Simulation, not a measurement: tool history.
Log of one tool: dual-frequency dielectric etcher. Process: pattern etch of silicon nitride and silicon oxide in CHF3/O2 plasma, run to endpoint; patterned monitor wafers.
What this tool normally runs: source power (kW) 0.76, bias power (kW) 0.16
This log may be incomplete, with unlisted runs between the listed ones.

run,hour,source power (kW),bias power (kW),"incoming incoming film thickness, nm",endpoint time (s)
1,0,0.67,0.16,230.7,169.9
2,42.8,0.76,0.16,229.8,162.1
3,90,0.76,0.16,231.4,162.2
# hour 182.1: bias power generator calibrated
4,188.6,0.76,0.16,229.6,164.4
5,270.3,0.72,0.135,231.5,172.8
# hour 299: wet clean of the chamber
6,312.5,0.76,0.16,230.2,154.7
7,402.8,0.76,0.16,229.1,154.4
# hour 444.9: upper electrode replaced
8,449.4,0.7,0.16,229.4,160.3
9,549.4,0.76,0.135,228.4,160.8
10,629.9,0.76,0.135,231.6,163
11,704.7,0.76,0.16,231.5,159.7
12,762.3,0.89,0.182,231.1,147.1
13,819.2,0.81,0.138,229.3,160.4
14,1113.8,0.87,0.16,230.3,155
# hour 1143.7: wet clean of the chamber
15,1151.5,0.76,0.16,230.1,157.9
16,1239.2,0.76,0.16,230.8,158.6
17,1299.2,0.6,0.137,230.3,179.7
18,1352.8,0.76,0.16,230.5,161.1
19,1443.7,0.89,0.182,232.5,148.6
20,1520.2,0.76,0.16,231.2,159.5
21,1574.6,0.76,0.199,230.4,154.5
22,1630.3,0.58,0.19,228.9,174.8
23,1686.6,0.93,0.191,229.6,145.6
24,1787.8,0.76,0.139,231.2,169.1
25,1853.2,0.6,0.137,228.3,183.1
26,1913.1,0.83,0.135,230,164.3
27,1961.3,0.81,0.126,230.3,167.5
# hour 1985.4: wet clean of the chamber
28,2040.7,0.89,0.136,229.7,151.7
# hour 2055.2: source power generator calibrated
29,2140.2,0.9,0.129,229.6,152.5
30,2201.7,0.58,0.128,229.5,185.1
31,2296.4,0.62,0.183,230.3,170.4
32,2601.7,0.62,0.172,228.6,174
33,2669.3,0.6,0.16,230.3,184.3
34,2756.5,0.76,0.16,229,166.3
# hour 2813.6: wet clean of the chamber
35,2838.4,0.86,0.171,232.1,148.8

Pick out some run-to-run changes in endpoint time (s). Of each, how much would a tool without hidden state show as well, from the settings, what came in and chance, and how much is left for the hidden state and any gauge scatter not in both results compared?
Hidden state present: etch rate over this chamber's usual, %; source power that arrives over what is set, %; bias power that arrives over what is set, %.
Run 5 -> 6: source power (kW) 0.72 -> 0.76, bias power (kW) 0.135 -> 0.16, wet clean of the chamber. endpoint time (s) -18.1: hidden state -10.1, all else -8.
Run 22 -> 23: source power (kW) 0.58 -> 0.93, bias power (kW) 0.19 -> 0.191. endpoint time (s) -29.2: hidden state -0.7, all else -28.5.
Run 23 -> 24: source power (kW) 0.93 -> 0.76, bias power (kW) 0.191 -> 0.139. endpoint time (s) +23.5: hidden state +2.3, all else +21.2.
Run 27 -> 28: source power (kW) 0.81 -> 0.89, bias power (kW) 0.126 -> 0.136, wet clean of the chamber. endpoint time (s) -15.8: hidden state -8.7, all else -7.1.
Run 29 -> 30: source power (kW) 0.9 -> 0.58, bias power (kW) 0.129 -> 0.128. endpoint time (s) +32.6: hidden state +1.4, all else +31.2.
Run 34 -> 35: source power (kW) 0.76 -> 0.86, bias power (kW) 0.16 -> 0.171, wet clean of the chamber. endpoint time (s) -17.5: hidden state -9.7, all else -7.8.
